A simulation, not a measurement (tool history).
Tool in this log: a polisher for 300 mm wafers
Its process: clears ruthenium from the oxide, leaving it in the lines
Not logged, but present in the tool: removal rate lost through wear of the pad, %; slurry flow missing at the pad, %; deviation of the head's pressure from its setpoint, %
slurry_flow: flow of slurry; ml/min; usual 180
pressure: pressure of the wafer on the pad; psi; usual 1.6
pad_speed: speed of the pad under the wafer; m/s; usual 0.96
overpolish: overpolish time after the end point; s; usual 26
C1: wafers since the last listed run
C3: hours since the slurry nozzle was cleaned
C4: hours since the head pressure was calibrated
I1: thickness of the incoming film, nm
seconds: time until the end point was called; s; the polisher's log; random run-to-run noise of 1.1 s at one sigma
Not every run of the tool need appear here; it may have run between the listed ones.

Run 1, hour 0: usual settings but overpolish 38 s; C1 0; wafers polished on this pad 1086; C3 714.5; C4 1134.8; I1 75.1. Result: seconds 93.2 s.
At hour 29.7: slurry nozzle cleaned.
Run 2, hour 79.7: usual settings but overpolish 38 s; C1 592; wafers polished on this pad 1679; C3 50; C4 1214.5; I1 75.7. Result: seconds 88.7 s.
Run 3, hour 157: usual settings; C1 582; wafers polished on this pad 2261; C3 127.3; C4 1291.8; I1 75.4. Result: seconds 88.4 s.
At hour 238.8: head pressure recalibrated.
Run 4, hour 260.2: usual settings but overpolish 19 s; C1 762; wafers polished on this pad 3023; C3 230.5; C4 21.4; I1 73.8. Result: seconds 80.2 s.
Run 5, hour 361.5: usual settings but overpolish 19 s; C1 763; wafers polished on this pad 3786; C3 331.8; C4 122.7; I1 74.5. Result: seconds 79.5 s.
Run 6, hour 403.5: usual settings; C1 316; wafers polished on this pad 4103; C3 373.8; C4 164.7; I1 74.2. Result: seconds 78.8 s.
Run 7, hour 484.3: usual settings but pressure 1.9 psi; C1 608; wafers polished on this pad 4711; C3 454.6; C4 245.5; I1 74.3. Result: seconds 69.2 s.
Run 8, hour 591.4: usual settings but pressure 1.9 psi; C1 806; wafers polished on this pad 5518; C3 561.7; C4 352.6; I1 75.4. Result: seconds 70.6 s.
Run 9, hour 645: usual settings but pad_speed 1.04 m/s, overpolish 34 s; C1 403; wafers polished on this pad 5922; C3 615.3; C4 406.2; I1 74.9. Result: seconds 81.1 s.
At hour 663: slurry nozzle cleaned.
At hour 673: worn pad replaced by a new one.
Run 10, hour 748.9: usual settings but pad_speed 1.04 m/s, overpolish 34 s; C1 744; wafers polished on this pad 571; C3 85.9; C4 510.1; I1 73.6. Result: seconds 73.8 s.
Run 11, hour 794.9: usual settings; C1 346; wafers polished on this pad 918; C3 131.9; C4 556.1; I1 75.4. Result: seconds 80.6 s.
Run 12, hour 902.7: usual settings; C1 811; wafers polished on this pad 1730; C3 239.7; C4 663.9; I1 75.3. Result: seconds 84 s.
Run 13, hour 943.4: usual settings; C1 306; wafers polished on this pad 2036; C3 280.4; C4 704.6; I1 75.7. Result: seconds 82.1 s.
Run 14, hour 1044.5: usual settings; C1 761; wafers polished on this pad 2798; C3 381.5; C4 805.7; I1 75.6. Result: seconds 85.8 s.
Run 15, hour 1140.7: usual settings but pad_speed 0.76 m/s; C1 724; wafers polished on this pad 3522; C3 477.7; C4 901.9; I1 74.6. Result: seconds 107.4 s.
Run 16, hour 1238.8: usual settings; C1 738; wafers polished on this pad 4261; C3 575.8; C4 1000; I1 74.9. Result: seconds 86.1 s.
At hour 1331.3: worn pad replaced by a new one.
Run 17, hour 1332.9: usual settings but slurry_flow 135 ml/min, pad_speed 0.84 m/s; C1 678; wafers polished on this pad 12; C3 669.9; C4 1094.1; I1 74.2. Result: seconds 108.5 s.
Run 18, hour 1399: usual settings but pad_speed 0.82 m/s; C1 497; wafers polished on this pad 510; C3 736; C4 1160.2; I1 75.5. Result: seconds 106.8 s.
At hour 1415.8: slurry nozzle cleaned.
Run 19, hour 1476.1: usual settings but pad_speed 0.82 m/s; C1 573; wafers polished on this pad 1083; C3 60.3; C4 1237.3; I1 75. Result: seconds 100.5 s.
At hour 1541.8: head pressure recalibrated.
Run 20, hour 1562.1: usual settings but slurry_flow 210 ml/min, pad_speed 0.64 m/s, overpolish 36 s; C1 632; wafers polished on this pad 1715; C3 146.3; C4 20.3; I1 75.2. Result: seconds 118.3 s.
Run 21, hour 1612.5: usual settings but overpolish 19 s; C1 379; wafers polished on this pad 2095; C3 196.7; C4 70.7; I1 74.4. Result: seconds 80.1 s.
Run 22, hour 1656.4: usual settings but slurry_flow 220 ml/min, pad_speed 1.1 m/s, overpolish 38 s; C1 330; wafers polished on this pad 2426; C3 240.6; C4 114.6; I1 74.8. Result: seconds 71.2 s.
Run 23, hour 1697.9: usual settings but pressure 1 psi, pad_speed 0.78 m/s, overpolish 37 s; C1 312; wafers polished on this pad 2738; C3 282.1; C4 156.1; I1 75.7. Result: seconds 164.2 s.
Run 24, hour 1917.4: usual settings but pressure 2.1 psi; C1 1653; wafers polished on this pad 4392; C3 501.6; C4 375.6; I1 74.8. Result: seconds 65.8 s.
Run 25, hour 1988.3: usual settings but pad_speed 1.06 m/s, overpolish 22 s; C1 534; wafers polished on this pad 4926; C3 572.5; C4 446.5; I1 74.8. Result: seconds 77.7 s.
Run 26, hour 2073: usual settings but pressure 1.9 psi, pad_speed 0.66 m/s; C1 637; wafers polished on this pad 5564; C3 657.2; C4 531.2; I1 76.2. Result: seconds 111.4 s.
Run 27, hour 2141.4: usual settings but overpolish 12 s; C1 515; wafers polished on this pad 6079; C3 725.6; C4 599.6; I1 75.1. Result: seconds 91.7 s.
At hour 2167.5: slurry nozzle cleaned.
At hour 2180.8: worn pad replaced by a new one.
Run 28, hour 2217.5: usual settings but slurry_flow 160 ml/min, pad_speed 1.14 m/s, overpolish 18 s; C1 535; wafers polished on this pad 276; C3 50; C4 675.7; I1 74.8. Result: seconds 71.4 s.
Run 29, hour 2322.7: usual settings but pressure 1.3 psi; C1 792; wafers polished on this pad 1068; C3 155.2; C4 780.9; I1 75.3. Result: seconds 106.6 s.
Run 30, hour 2390.3: usual settings but slurry_flow 220 ml/min, overpolish 41 s; C1 509; wafers polished on this pad 1577; C3 222.8; C4 848.5; I1 75.6. Result: seconds 85.1 s.
Run 31, hour 2485.9: usual settings but pressure 1.9 psi, overpolish 38 s; C1 720; wafers polished on this pad 2297; C3 318.4; C4 944.1; I1 76.5. Result: seconds 74.7 s.
Run 32, hour 2554.3: usual settings; C1 515; wafers polished on this pad 2812; C3 386.8; C4 1012.5; I1 74.8. Result: seconds 88.4 s.
Run 33, hour 2641.3: usual settings but slurry_flow 235 ml/min, pressure 1.2 psi, overpolish 22 s; C1 655; wafers polished on this pad 3468; C3 473.8; C4 1099.5; I1 76.2. Result: seconds 115.5 s.
Run 34, hour 2696.7: usual settings but slurry_flow 210 ml/min, pad_speed 0.64 m/s, overpolish 36 s; C1 417; wafers polished on this pad 3885; C3 529.2; C4 1154.9; I1 74.5. Result: seconds 129.1 s.
Run 35, hour 2774: usual settings but pressure 1.2 psi, overpolish 31 s; C1 582; wafers polished on this pad 4467; C3 606.5; C4 1232.2; I1 74.8. Result: seconds 123.6 s.
Run 36, hour 2832.6: usual settings; C1 441; wafers polished on this pad 4909; C3 665.1; C4 1290.8; I1 75.5. Result: seconds 96 s.
Run 37, hour 2888.4: usual settings; C1 420; wafers polished on this pad 5329; C3 720.9; C4 1346.6; I1 75.9. Result: seconds 96.7 s.
Run 38, hour 2928.5: usual settings; C1 302; wafers polished on this pad 5631; C3 761; C4 1386.7; I1 76. Result: seconds 100.1 s.

The tool's hidden state at each run:
removal rate lost through wear of the pad, %: 0 in every run
H1: slurry flow missing at the pad, %
H2: deviation of the head's pressure from its setpoint, %
run    H1      H2
  1  36.9   -7.12
  2  3.38   -7.66
  3  4.27   -8.19
  4  6.65    1.98
  5  10.3     1.3
  6  12.3    1.01
  7  16.6    0.46
  8  23.6  -0.269
  9  27.7  -0.634
 10  0.97   -1.34
 11  1.62   -1.65
 12  4.21   -2.39
 13  5.58   -2.66
 14  9.91   -3.35
 15  15.3   -4.01
 16  21.9   -4.67
 17  29.5   -5.31
 18  35.5   -5.76
 19  6.58   -6.29
 20  7.73  -0.712
 21  8.85   -1.06
 22  10.1   -1.35
 23  11.5   -1.64
 24  22.6   -3.13
 25  27.5   -3.61
 26  34.3   -4.19
 27  40.4   -4.65
 28   2.9   -5.17
 29   4.3   -5.89
 30  5.95   -6.35
 31   9.3      -7
 32  12.4   -7.46
 33  17.3   -8.06
 34  20.9   -8.43
 35  26.5   -8.96
 36  31.3   -9.36
 37  36.4   -9.74
 38  40.2     -10
